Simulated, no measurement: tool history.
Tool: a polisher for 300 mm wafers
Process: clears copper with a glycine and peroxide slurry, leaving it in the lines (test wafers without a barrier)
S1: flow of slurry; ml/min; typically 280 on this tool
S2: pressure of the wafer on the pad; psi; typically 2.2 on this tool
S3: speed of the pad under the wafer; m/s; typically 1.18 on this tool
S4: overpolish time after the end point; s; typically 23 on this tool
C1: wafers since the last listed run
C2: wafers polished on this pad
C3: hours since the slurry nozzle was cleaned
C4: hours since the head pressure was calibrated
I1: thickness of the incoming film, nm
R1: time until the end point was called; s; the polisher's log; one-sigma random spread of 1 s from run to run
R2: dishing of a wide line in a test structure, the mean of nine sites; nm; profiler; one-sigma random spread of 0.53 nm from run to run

run	hour	S1	S2	S3	S4	C1	C2	C3	C4	I1	R1	R2
1	0	280	2.2	1.18	23	0	580	75.2	631	507	133.4	23.5
# hour 9.5: worn pad replaced by a new one
2	10	280	2.2	1.18	23	35	2	85.2	641	504.4	118.2	23.9
3	15.5	280	2.2	1.18	23	32	35	90.7	646.5	512	122.7	23.5
4	32.5	280	2.2	1.18	23	101	136	107.7	663.5	515.7	124.1	23.4
5	46.7	280	2.2	1.18	23	84	221	121.9	677.7	511.8	127.2	22.1
6	59	280	2.2	1.18	23	73	294	134.2	690	501.5	124.9	23.1
7	66.1	280	2.2	1.18	23	42	336	141.3	697.1	506.2	126.9	22.7
8	76.3	280	2.2	1.18	23	60	397	151.5	707.3	506	130.4	23.9
9	91.8	280	2.2	1.18	23	92	489	167	722.8	503.6	133.2	23.1
10	121.7	280	2.2	1.18	23	177	667	196.9	752.7	507.9	138	23.5
# hour 125.9: worn pad replaced by a new one
# hour 129.9: slurry nozzle cleaned
11	130.4	280	1.6	1	12	21	20	0.5	761.4	519.6	186.8	16.3
# hour 160.6: head pressure recalibrated
12	161.1	280	2.5	1.18	23	170	191	31.2	0.5	517.5	108.4	24.4
13	176.9	245	2.2	1.54	23	93	285	47	16.3	513.4	98.4	23.6
14	183	310	1.8	1.36	23	36	321	53.1	22.4	503.7	123.1	23.8
15	189.4	245	1.8	0.76	28	38	359	59.5	28.8	513.5	197.3	24.2
16	205.3	200	1.6	1.18	23	94	454	75.4	44.7	501.8	161.9	21.1
17	211.8	200	1.6	0.84	18	38	493	81.9	51.2	502.6	208.9	18.7
18	229.5	280	2.2	1.18	23	105	598	99.6	68.9	506.4	125.8	23
# hour 234.1: worn pad replaced by a new one
19	238.3	280	2.2	1.18	23	28	24	108.4	77.7	503.2	113.9	22.9
20	245.3	220	2.4	1.54	10	41	66	115.4	84.7	511	88.1	20.6
21	263.2	280	2.2	1.18	23	106	172	133.3	102.6	504.8	114.4	23.8

Forecast each of these 5 alternatives for the next run:
A	263.7	280	3	1.18	23	2	175	133.8	103.1	508.3	?	?
B	263.7	335	1.6	0.86	19	2	175	133.8	103.1	508.3	?	?
C	263.7	320	2.9	1.04	16	2	175	133.8	103.1	508.3	?	?
D	263.7	360	1.5	1.18	23	2	175	133.8	103.1	508.3	?	?
E	263.7	340	2.2	1.18	23	2	175	133.8	103.1	508.3	?	?

run	R1	R2
A	89.9	24.8
B	184.8	21.8
C	101.5	23.5
D	153.3	24
E	114.3	24.7
With the hidden condition removed and each run's random variation left untouched, the same runs would have given:
run	R1	R2
A	85.6	24.8
B	176.7	22.2
C	96.8	23.7
D	146.4	24.2
E	109	24.8
